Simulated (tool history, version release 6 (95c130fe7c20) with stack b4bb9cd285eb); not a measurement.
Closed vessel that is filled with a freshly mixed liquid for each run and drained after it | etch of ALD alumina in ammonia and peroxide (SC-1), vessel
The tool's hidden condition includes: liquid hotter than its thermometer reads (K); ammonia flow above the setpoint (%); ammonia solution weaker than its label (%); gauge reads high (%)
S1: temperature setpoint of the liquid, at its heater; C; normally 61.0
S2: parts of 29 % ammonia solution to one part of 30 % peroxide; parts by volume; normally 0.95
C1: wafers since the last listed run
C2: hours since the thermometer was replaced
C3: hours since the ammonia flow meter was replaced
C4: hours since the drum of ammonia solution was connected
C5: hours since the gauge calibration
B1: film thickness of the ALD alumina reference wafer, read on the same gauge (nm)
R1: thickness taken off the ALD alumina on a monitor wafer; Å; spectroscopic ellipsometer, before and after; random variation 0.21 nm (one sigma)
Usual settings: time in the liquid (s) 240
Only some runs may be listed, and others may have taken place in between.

{"run": 1, "hour": 0.0, "S1": 61.0, "S2": 0.95, "time in the liquid (s)": 240, "C1": 0, "C2": 216.3, "C3": 327.5, "C4": 303.7, "C5": 454.1, "B1": 40.05, "R1": 224.9}
{"run": 2, "hour": 99.4, "S1": 61.0, "S2": 0.95, "time in the liquid (s)": 240, "C1": 10817, "C2": 315.7, "C3": 426.9, "C4": 403.1, "C5": 553.5, "B1": 40.02, "R1": 225.0}
{"run": 3, "hour": 156.6, "S1": 53.0, "S2": 0.95, "time in the liquid (s)": 170, "C1": 6224, "C2": 372.9, "C3": 484.1, "C4": 460.3, "C5": 610.7, "B1": 39.95, "R1": 103.2}
{"hour": 211.8, "done": "ammonia flow meter replaced"}
{"run": 4, "hour": 215.0, "S1": 61.0, "S2": 0.95, "time in the liquid (s)": 300, "C1": 6246, "C2": 431.3, "C3": 3.2, "C4": 518.7, "C5": 669.1, "B1": 40.01, "R1": 279.7}
{"run": 5, "hour": 264.9, "S1": 61.0, "S2": 0.95, "time in the liquid (s)": 300, "C1": 5430, "C2": 481.2, "C3": 53.1, "C4": 568.6, "C5": 719.0, "B1": 40.05, "R1": 284.4}
{"run": 6, "hour": 324.6, "S1": 61.0, "S2": 0.95, "time in the liquid (s)": 300, "C1": 6496, "C2": 540.9, "C3": 112.8, "C4": 628.3, "C5": 778.7, "B1": 40.04, "R1": 283.7}
{"run": 7, "hour": 431.2, "S1": 61.0, "S2": 0.95, "time in the liquid (s)": 240, "C1": 11600, "C2": 647.5, "C3": 219.4, "C4": 734.9, "C5": 885.3, "B1": 40.0, "R1": 225.4}
{"hour": 465.9, "done": "new drum of ammonia solution connected"}
{"run": 8, "hour": 533.0, "S1": 61.0, "S2": 0.95, "time in the liquid (s)": 240, "C1": 10969, "C2": 749.3, "C3": 321.2, "C4": 67.1, "C5": 987.1, "B1": 39.95, "R1": 229.5}
{"run": 9, "hour": 637.6, "S1": 61.0, "S2": 0.95, "time in the liquid (s)": 240, "C1": 11383, "C2": 853.9, "C3": 425.8, "C4": 171.7, "C5": 1091.7, "B1": 40.0, "R1": 229.6}
{"run": 10, "hour": 721.0, "S1": 61.0, "S2": 0.95, "time in the liquid (s)": 240, "C1": 9076, "C2": 937.3, "C3": 509.2, "C4": 255.1, "C5": 1175.1, "B1": 40.05, "R1": 230.8}
{"hour": 777.1, "done": "thermometer replaced"}
{"run": 11, "hour": 796.5, "S1": 58.5, "S2": 0.95, "time in the liquid (s)": 240, "C1": 8107, "C2": 19.4, "C3": 584.7, "C4": 330.6, "C5": 1250.6, "B1": 39.99, "R1": 194.0}
{"hour": 801.8, "done": "ammonia flow meter replaced"}
{"run": 12, "hour": 894.2, "S1": 67.5, "S2": 1.2, "time in the liquid (s)": 195, "C1": 10523, "C2": 117.1, "C3": 92.4, "C4": 428.3, "C5": 1348.3, "B1": 40.03, "R1": 252.0}
{"run": 13, "hour": 944.7, "S1": 66.0, "S2": 0.95, "time in the liquid (s)": 310, "C1": 5495, "C2": 167.6, "C3": 142.9, "C4": 478.8, "C5": 1398.8, "B1": 39.99, "R1": 366.8}
{"run": 14, "hour": 1024.8, "S1": 53.0, "S2": 0.95, "time in the liquid (s)": 170, "C1": 8716, "C2": 247.7, "C3": 223.0, "C4": 558.9, "C5": 1478.9, "B1": 40.02, "R1": 104.4}
{"run": 15, "hour": 1076.0, "S1": 61.0, "S2": 1.2, "time in the liquid (s)": 105, "C1": 5571, "C2": 298.9, "C3": 274.2, "C4": 610.1, "C5": 1530.1, "B1": 40.02, "R1": 99.5}
{"run": 16, "hour": 1121.3, "S1": 61.0, "S2": 1.2, "time in the liquid (s)": 315, "C1": 4929, "C2": 344.2, "C3": 319.5, "C4": 655.4, "C5": 1575.4, "B1": 40.0, "R1": 298.4}
{"run": 17, "hour": 1170.1, "S1": 55.5, "S2": 1.2, "time in the liquid (s)": 300, "C1": 5310, "C2": 393.0, "C3": 368.3, "C4": 704.2, "C5": 1624.2, "B1": 40.0, "R1": 215.0}
{"run": 18, "hour": 1229.2, "S1": 58.0, "S2": 0.8, "time in the liquid (s)": 200, "C1": 6431, "C2": 452.1, "C3": 427.4, "C4": 763.3, "C5": 1683.3, "B1": 40.01, "R1": 155.1}
{"hour": 1230.9, "done": "gauge calibrated"}
{"hour": 1242.7, "done": "new drum of ammonia solution connected"}
{"run": 19, "hour": 1306.6, "S1": 51.5, "S2": 0.95, "time in the liquid (s)": 175, "C1": 8314, "C2": 529.5, "C3": 504.8, "C4": 63.9, "C5": 75.7, "B1": 40.03, "R1": 100.4}
{"hour": 1369.4, "done": "ammonia flow meter replaced"}
{"run": 20, "hour": 1369.9, "S1": 61.0, "S2": 0.95, "time in the liquid (s)": 240, "C1": 6779, "C2": 592.8, "C3": 0.5, "C4": 127.2, "C5": 139.0, "B1": 39.99, "R1": 224.8}
{"run": 21, "hour": 1415.4, "S1": 61.0, "S2": 1.2, "time in the liquid (s)": 320, "C1": 4951, "C2": 638.3, "C3": 46.0, "C4": 172.7, "C5": 184.5, "B1": 39.99, "R1": 306.2}
{"run": 22, "hour": 1517.2, "S1": 56.5, "S2": 0.8, "time in the liquid (s)": 240, "C1": 11078, "C2": 740.1, "C3": 147.8, "C4": 274.5, "C5": 286.3, "B1": 39.95, "R1": 176.1}
{"run": 23, "hour": 1602.8, "S1": 70.0, "S2": 0.8, "time in the liquid (s)": 240, "C1": 9315, "C2": 825.7, "C3": 233.4, "C4": 360.1, "C5": 371.9, "B1": 39.95, "R1": 353.6}

How the hidden state differs across the entries between the runs, from the last listed run before each to the first after it:
From run 3 to run 4: ammonia flow meter replaced (hour 211.8)
  liquid hotter than its thermometer reads (K): 0.543 -> 0.603
  measured less the result without the state, R1: +3.0 -> +8.4 Å
From run 7 to run 8: new drum of ammonia solution connected (hour 465.9)
  liquid hotter than its thermometer reads (K): 0.823 -> 0.926
  measured less the result without the state, R1: +9.2 -> +10.6 Å
From run 10 to run 11: thermometer replaced (hour 777.1)
  liquid hotter than its thermometer reads (K): 1.12 -> 0.105
  measured less the result without the state, R1: +12.8 -> +1.1 Å
From run 11 to run 12: ammonia flow meter replaced (hour 801.8)
  liquid hotter than its thermometer reads (K): 0.105 -> 0.204
  measured less the result without the state, R1: +1.1 -> +2.5 Å
From run 18 to run 19: gauge calibrated (hour 1230.9); new drum of ammonia solution connected (hour 1242.7)
  liquid hotter than its thermometer reads (K): 0.545 -> 0.624
  measured less the result without the state, R1: +4.3 -> +3.3 Å
From run 19 to run 20: ammonia flow meter replaced (hour 1369.4)
  liquid hotter than its thermometer reads (K): 0.624 -> 0.688
  measured less the result without the state, R1: +3.3 -> +7.7 Å
